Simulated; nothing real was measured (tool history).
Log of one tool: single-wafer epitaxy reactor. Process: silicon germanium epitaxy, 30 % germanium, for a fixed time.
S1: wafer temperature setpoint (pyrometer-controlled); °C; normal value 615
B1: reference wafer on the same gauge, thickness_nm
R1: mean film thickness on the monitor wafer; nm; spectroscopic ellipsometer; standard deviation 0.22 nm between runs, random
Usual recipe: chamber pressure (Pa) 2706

{"run": 1, "hour": 0.0, "S1": 615, "chamber pressure (Pa)": 2706, "B1": 98.229, "R1": 86.745}
{"run": 2, "hour": 61.8, "S1": 615, "chamber pressure (Pa)": 2706, "B1": 98.238, "R1": 86.867}
{"run": 3, "hour": 138.7, "S1": 615, "chamber pressure (Pa)": 2706, "B1": 98.324, "R1": 86.765}
{"run": 4, "hour": 448.3, "S1": 615, "chamber pressure (Pa)": 2706, "B1": 98.312, "R1": 86.976}
{"hour": 483.4, "done": "pyrometer calibrated"}
{"run": 5, "hour": 514.0, "S1": 615, "chamber pressure (Pa)": 2706, "B1": 98.328, "R1": 86.753}
{"run": 6, "hour": 573.6, "S1": 615, "chamber pressure (Pa)": 2226, "B1": 98.28, "R1": 80.465}
{"run": 7, "hour": 668.7, "S1": 615, "chamber pressure (Pa)": 2706, "B1": 98.398, "R1": 86.781}
{"run": 8, "hour": 722.9, "S1": 615, "chamber pressure (Pa)": 2706, "B1": 98.286, "R1": 86.986}
{"run": 9, "hour": 794.7, "S1": 615, "chamber pressure (Pa)": 2706, "B1": 98.332, "R1": 87.443}
{"run": 10, "hour": 836.0, "S1": 630, "chamber pressure (Pa)": 3253, "B1": 98.425, "R1": 119.479}
{"hour": 857.6, "done": "capacitance manometer re-zeroed and calibrated"}
{"run": 11, "hour": 873.0, "S1": 619, "chamber pressure (Pa)": 2226, "B1": 98.345, "R1": 86.067}
{"run": 12, "hour": 955.9, "S1": 615, "chamber pressure (Pa)": 2706, "B1": 98.333, "R1": 86.679}
{"run": 13, "hour": 995.9, "S1": 615, "chamber pressure (Pa)": 2226, "B1": 98.291, "R1": 80.126}
{"run": 14, "hour": 1035.4, "S1": 621, "chamber pressure (Pa)": 2186, "B1": 98.241, "R1": 88.457}
{"hour": 1061.6, "done": "showerhead replaced"}
{"run": 15, "hour": 1123.5, "S1": 628, "chamber pressure (Pa)": 2706, "B1": 98.33, "R1": 107.835}
{"hour": 1154.5, "done": "gauge calibrated"}
{"run": 16, "hour": 1228.3, "S1": 615, "chamber pressure (Pa)": 2533, "B1": 98.316, "R1": 84.381}
{"run": 17, "hour": 1272.6, "S1": 624, "chamber pressure (Pa)": 2453, "B1": 98.429, "R1": 97.314}
{"run": 18, "hour": 1374.5, "S1": 626, "chamber pressure (Pa)": 3186, "B1": 98.341, "R1": 111.381}
{"run": 19, "hour": 1443.4, "S1": 628, "chamber pressure (Pa)": 3306, "B1": 98.299, "R1": 116.506}

Branching from run 19: 5 alternative next runs. What would each branch give?
{"run": "A", "hour": 1443.8, "S1": 615, "chamber pressure (Pa)": 2440, "B1": "?", "R1": "?"}
{"run": "B", "hour": 1443.8, "S1": 628, "chamber pressure (Pa)": 2386, "B1": "?", "R1": "?"}
{"run": "C", "hour": 1443.8, "S1": 629, "chamber pressure (Pa)": 3280, "B1": "?", "R1": "?"}
{"run": "D", "hour": 1443.8, "S1": 604, "chamber pressure (Pa)": 2946, "B1": "?", "R1": "?"}
{"run": "E", "hour": 1443.8, "S1": 608, "chamber pressure (Pa)": 3186, "B1": "?", "R1": "?"}

run=A B1=98.345 R1=83.587
run=B B1=98.345 R1=102.924
run=C B1=98.345 R1=118.545
run=D B1=98.345 R1=74.568
run=E B1=98.345 R1=82.391
With no hidden state in the tool, these same runs would have given:
run=A R1=83.587
run=B R1=102.924
run=C R1=118.545
run=D R1=74.568
run=E R1=82.391
